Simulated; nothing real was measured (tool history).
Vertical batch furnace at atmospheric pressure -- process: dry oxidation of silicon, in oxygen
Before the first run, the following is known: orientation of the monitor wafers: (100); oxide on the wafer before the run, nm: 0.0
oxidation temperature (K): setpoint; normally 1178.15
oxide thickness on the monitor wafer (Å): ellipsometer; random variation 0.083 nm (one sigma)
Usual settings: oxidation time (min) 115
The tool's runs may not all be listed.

| run | hour | oxidation temperature (K) | oxidation time (min) | read-back reference wafer on the same gauge, thickness | oxide thickness on the monitor wafer (Å) |
|---|---|---|---|---|---|
| 1 | 0 | 1178.15 | 115 | 34.9 | 307.4 |
| 2 | 40 | 1178.15 | 115 | 34.91 | 308.8 |
| 3 | 82.2 | 1197.15 | 74 | 34.86 | 277.4 |
| 4 | 114.6 | 1178.15 | 115 | 34.85 | 306.7 |
| 5 | 204 | 1178.15 | 115 | 34.92 | 307.8 |
| 6 | 239.9 | 1178.15 | 115 | 34.91 | 308.2 |
| 7 | 303.2 | 1178.15 | 115 | 34.91 | 308.8 |
| 8 | 335.6 | 1187.15 | 115 | 34.88 | 337.5 |
| 9 | 377.8 | 1187.15 | 115 | 34.88 | 339.7 |
| 10 | 462.1 | 1178.15 | 115 | 34.9 | 308.8 |
| 11 | 501.8 | 1178.15 | 115 | 34.9 | 310.5 |
| 12 | 538.1 | 1178.15 | 115 | 34.9 | 309.8 |
|  | 552.7 | gauge calibrated |
|  | 568.6 | thermocouples replaced and temperature profile calibrated |
| 13 | 593.1 | 1167.15 | 160 | 34.89 | 333 |
| 14 | 659.7 | 1154.15 | 115 | 34.93 | 233.7 |
| 15 | 727.4 | 1178.15 | 156 | 34.9 | 369.8 |
| 16 | 762.3 | 1178.15 | 115 | 34.9 | 298.4 |
|  | 788.1 | boat lift adjusted |
| 17 | 817.6 | 1171.15 | 77 | 34.85 | 212.9 |
| 18 | 848.7 | 1156.15 | 71.5 | 34.89 | 173.7 |
| 19 | 883.7 | 1178.15 | 115 | 34.91 | 300.4 |
| 20 | 926.8 | 1155.15 | 159.5 | 34.9 | 293 |
| 21 | 956.1 | 1196.15 | 144 | 34.87 | 422.8 |
| 22 | 989.8 | 1178.15 | 115 | 34.94 | 299.6 |
| 23 | 1020.8 | 1188.15 | 87.5 | 34.87 | 276.7 |
| 24 | 1077.5 | 1178.15 | 115 | 34.86 | 300.8 |

Predict each of these 3 candidate next runs independently; none follows another, all start after run 24:
| A | 1083.5 | 1178.15 | 115 | ? | ? |
| B | 1083.5 | 1164.15 | 115 | ? | ? |
| C | 1083.5 | 1200.15 | 115 | ? | ? |

| run | read-back reference wafer on the same gauge, thickness | oxide thickness on the monitor wafer (Å) |
|---|---|---|
| A | 34.89 | 299.3 |
| B | 34.89 | 258.9 |
| C | 34.89 | 375.4 |
Without the tool's hidden state the same runs would have given:
| run | oxide thickness on the monitor wafer (Å) |
|---|---|
| A | 296.9 |
| B | 256.8 |
| C | 372.5 |

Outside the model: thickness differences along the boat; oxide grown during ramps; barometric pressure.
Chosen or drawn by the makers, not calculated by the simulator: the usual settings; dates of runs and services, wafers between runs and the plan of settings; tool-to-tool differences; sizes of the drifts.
